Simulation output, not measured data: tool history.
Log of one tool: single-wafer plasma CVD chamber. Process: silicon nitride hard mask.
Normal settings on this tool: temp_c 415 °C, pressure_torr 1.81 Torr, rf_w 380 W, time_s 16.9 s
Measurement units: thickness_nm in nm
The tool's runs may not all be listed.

run	day	temp_c	pressure_torr	rf_w	time_s	read-back reference wafer on the same gauge, thickness_nm	thickness_nm
1	0.000	415	1.81	440	16.9	27.143	25.379
# day 3.108: thermocouple changed; heater temperature recalibrated
2	4.412	415	1.81	440	16.9	27.007	25.204
3	8.062	415	1.81	440	16.9	27.056	25.591
4	9.925	415	1.45	380	19.5	27.111	24.210
5	11.742	415	1.45	380	19.5	27.098	24.114
6	13.621	415	1.45	380	19.5	27.099	24.301
# day 14.946: gauge calibrated
7	15.825	415	1.81	380	18.2	27.149	25.272
8	17.458	415	1.81	380	18.2	27.081	25.362
# day 20.492: RF generator calibrated
9	20.512	415	1.81	380	18.2	27.094	25.577
10	22.700	415	1.81	380	16.9	27.149	23.558
# day 32.304: showerhead replaced
11	35.208	415	1.81	380	16.9	27.137	23.416
12	37.450	410	1.81	410	16.9	27.160	24.478
13	40.646	403	1.81	440	16.9	27.177	25.454
14	43.592	415	1.81	380	18.1	27.073	25.187
15	45.854	426	1.81	380	19.9	27.023	27.743
16	48.046	415	1.81	380	19.0	27.165	26.467
17	50.754	405	2.00	445	17.8	27.094	28.324
# day 51.379: capacitance manometer re-zeroed and calibrated
18	54.379	415	1.81	310	14.8	27.056	18.595
19	57.488	415	1.81	400	16.9	27.132	24.230
# day 59.017: thermocouple changed; heater temperature recalibrated
# day 59.554: RF generator calibrated
20	60.033	415	1.81	380	16.9	27.092	23.345
21	62.092	407	1.46	310	14.4	27.089	16.125
22	64.033	405	2.07	340	13.8	27.089	19.246
23	67.725	415	1.81	380	19.4	27.110	27.014
24	72.088	415	1.81	380	16.9	27.078	23.810
25	75.842	415	2.01	340	16.9	27.109	23.286
26	79.021	401	1.81	330	14.8	27.132	19.237
27	80.754	403	1.81	455	17.8	27.034	27.616

5 ways to go on from here, each from the tool as it stands after run 27. What would each give?
A	80.771	415	1.81	380	16.9	?	?
B	80.771	415	1.68	380	16.9	?	?
C	80.771	425	1.42	320	15.4	?	?
D	80.771	426	1.81	380	16.9	?	?
E	80.771	419	1.55	380	16.9	?	?

run	read-back reference wafer on the same gauge, thickness_nm	thickness_nm
A	27.145	23.553
B	27.145	22.722
C	27.145	17.094
D	27.145	23.452
E	27.145	21.729
The same runs, with their run-to-run variation unchanged, on a tool lacking any hidden condition would have given:
run	thickness_nm
A	23.553
B	22.722
C	17.094
D	23.452
E	21.729
